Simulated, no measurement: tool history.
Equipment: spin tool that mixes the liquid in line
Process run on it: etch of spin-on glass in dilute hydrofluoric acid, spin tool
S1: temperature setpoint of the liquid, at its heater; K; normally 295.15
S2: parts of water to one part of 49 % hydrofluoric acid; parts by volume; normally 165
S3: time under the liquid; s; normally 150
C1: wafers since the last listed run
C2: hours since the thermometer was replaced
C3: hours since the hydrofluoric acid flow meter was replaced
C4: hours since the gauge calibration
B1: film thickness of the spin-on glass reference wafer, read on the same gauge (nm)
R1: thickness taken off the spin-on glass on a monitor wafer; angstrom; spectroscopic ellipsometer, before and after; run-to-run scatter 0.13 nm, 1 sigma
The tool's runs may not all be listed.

Run 1, day 0.000: usual settings but S1 298.65 K; C1 0; C2 583.8; C3 663.1; C4 676.3; B1 39.96. Result: R1 302.0 angstrom.
Run 2, day 0.950: usual settings but S3 200 s; C1 154; C2 606.6; C3 685.9; C4 699.1; B1 39.98. Result: R1 353.7 angstrom.
Run 3, day 2.154: usual settings but S3 200 s; C1 195; C2 635.5; C3 714.8; C4 728.0; B1 40.05. Result: R1 349.5 angstrom.
Run 4, day 2.888: usual settings; C1 119; C2 653.1; C3 732.4; C4 745.6; B1 39.97. Result: R1 262.9 angstrom.
Run 5, day 3.575: usual settings; C1 111; C2 669.6; C3 748.9; C4 762.1; B1 40.03. Result: R1 265.1 angstrom.
Run 6, day 4.350: usual settings; C1 125; C2 688.2; C3 767.5; C4 780.7; B1 39.99. Result: R1 263.0 angstrom.
Run 7, day 4.933: usual settings but S2 200 parts by volume, S3 175 s; C1 94; C2 702.2; C3 781.5; C4 794.7; B1 39.95. Result: R1 243.3 angstrom.
At day 5.192: gauge calibrated.
Run 8, day 6.042: usual settings; C1 180; C2 728.8; C3 808.1; C4 20.4; B1 40.00. Result: R1 262.7 angstrom.
Run 9, day 7.017: usual settings; C1 158; C2 752.2; C3 831.5; C4 43.8; B1 40.00. Result: R1 260.5 angstrom.
At day 7.521: thermometer replaced.
Run 10, day 8.071: usual settings; C1 164; C2 13.2; C3 856.8; C4 69.1; B1 40.01. Result: R1 260.5 angstrom.
Run 11, day 8.850: usual settings but S1 291.65 K, S3 200 s; C1 126; C2 31.9; C3 875.5; C4 87.8; B1 40.01. Result: R1 301.6 angstrom.
Run 12, day 12.542: usual settings but S3 220 s; C1 599; C2 120.5; C3 964.1; C4 176.4; B1 40.03. Result: R1 382.7 angstrom.
Run 13, day 13.229: usual settings but S1 292.65 K, S2 135 parts by volume, S3 100 s; C1 111; C2 137.0; C3 980.6; C4 192.9; B1 40.02. Result: R1 197.2 angstrom.
Run 14, day 14.092: usual settings but S2 115 parts by volume; C1 140; C2 157.7; C3 1001.3; C4 213.6; B1 40.04. Result: R1 396.6 angstrom.
Run 15, day 14.904: usual settings but S2 145 parts by volume; C1 131; C2 177.2; C3 1020.8; C4 233.1; B1 39.95. Result: R1 303.2 angstrom.
Run 16, day 16.346: usual settings; C1 234; C2 211.8; C3 1055.4; C4 267.7; B1 40.02. Result: R1 258.5 angstrom.
At day 16.908: hydrofluoric acid flow meter replaced.
Run 17, day 17.354: usual settings but S2 210 parts by volume; C1 157; C2 236.0; C3 10.7; C4 291.9; B1 40.00. Result: R1 203.0 angstrom.
Run 18, day 18.417: usual settings but S1 298.15 K, S3 190 s; C1 172; C2 261.5; C3 36.2; C4 317.4; B1 40.01. Result: R1 387.5 angstrom.
Run 19, day 19.379: usual settings but S2 145 parts by volume; C1 156; C2 284.6; C3 59.3; C4 340.5; B1 39.98. Result: R1 314.1 angstrom.
Run 20, day 20.650: usual settings but S1 299.15 K, S2 190 parts by volume, S3 215 s; C1 206; C2 315.1; C3 89.8; C4 371.0; B1 39.98. Result: R1 382.2 angstrom.
Run 21, day 21.625: usual settings but S3 125 s; C1 158; C2 338.5; C3 113.2; C4 394.4; B1 40.01. Result: R1 226.2 angstrom.
Run 22, day 22.258: usual settings; C1 102; C2 353.7; C3 128.4; C4 409.6; B1 40.01. Result: R1 272.5 angstrom.
Run 23, day 23.650: usual settings but S1 298.65 K, S2 220 parts by volume, S3 190 s; C1 226; C2 387.1; C3 161.8; C4 443.0; B1 39.98. Result: R1 272.9 angstrom.
Run 24, day 24.150: usual settings but S1 299.15 K, S2 110 parts by volume, S3 190 s; C1 81; C2 399.1; C3 173.8; C4 455.0; B1 40.01. Result: R1 642.7 angstrom.
Run 25, day 25.558: usual settings; C1 228; C2 432.9; C3 207.6; C4 488.8; B1 39.96. Result: R1 267.0 angstrom.
Run 26, day 26.683: usual settings but S1 297.65 K, S2 185 parts by volume; C1 182; C2 459.9; C3 234.6; C4 515.8; B1 39.98. Result: R1 255.3 angstrom.
Run 27, day 27.800: usual settings but S2 245 parts by volume, S3 215 s; C1 181; C2 486.7; C3 261.4; C4 542.6; B1 39.98. Result: R1 239.2 angstrom.
Run 28, day 28.525: usual settings; C1 117; C2 504.1; C3 278.8; C4 560.0; B1 40.02. Result: R1 267.4 angstrom.
Run 29, day 29.504: usual settings; C1 159; C2 527.6; C3 302.3; C4 583.5; B1 40.03. Result: R1 267.8 angstrom.
Run 30, day 30.788: usual settings but S2 200 parts by volume, S3 190 s; C1 208; C2 558.4; C3 333.1; C4 614.3; B1 39.97. Result: R1 268.7 angstrom.
Run 31, day 32.100: usual settings but S1 292.65 K, S3 235 s; C1 213; C2 589.9; C3 364.6; C4 645.8; B1 40.00. Result: R1 378.1 angstrom.
Run 32, day 33.396: usual settings but S1 292.65 K, S2 105 parts by volume, S3 80 s; C1 210; C2 621.0; C3 395.7; C4 676.9; B1 40.03. Result: R1 217.1 angstrom.
Run 33, day 33.975: usual settings but S2 90 parts by volume, S3 220 s; C1 94; C2 634.9; C3 409.6; C4 690.8; B1 39.99. Result: R1 781.5 angstrom.

Difference, measured minus no-hidden-state, one row per run. Run-to-run variation is common to both terms; the gauge's own scatter need not be:
The hidden state here: liquid hotter than its thermometer reads (K); hydrofluoric acid flow below the setpoint (%); gauge reads high (%).
run     R1
  1  -10.0
  2  -11.9
  3  -12.3
  4   -9.5
  5   -9.7
  6   -9.8
  7   -9.5
  8  -10.3
  9  -10.5
 10  -10.8
 11  -12.6
 12  -17.7
 13   -9.0
 14  -18.3
 15  -14.6
 16  -13.1
 17   -0.1
 18   -0.7
 19   -0.9
 20   -1.6
 21   -1.2
 22   -1.6
 23   -2.0
 24   -4.7
 25   -2.4
 26   -2.7
 27   -2.9
 28   -3.2
 29   -3.5
 30   -4.0
 31   -5.9
 32   -3.5
 33  -13.1

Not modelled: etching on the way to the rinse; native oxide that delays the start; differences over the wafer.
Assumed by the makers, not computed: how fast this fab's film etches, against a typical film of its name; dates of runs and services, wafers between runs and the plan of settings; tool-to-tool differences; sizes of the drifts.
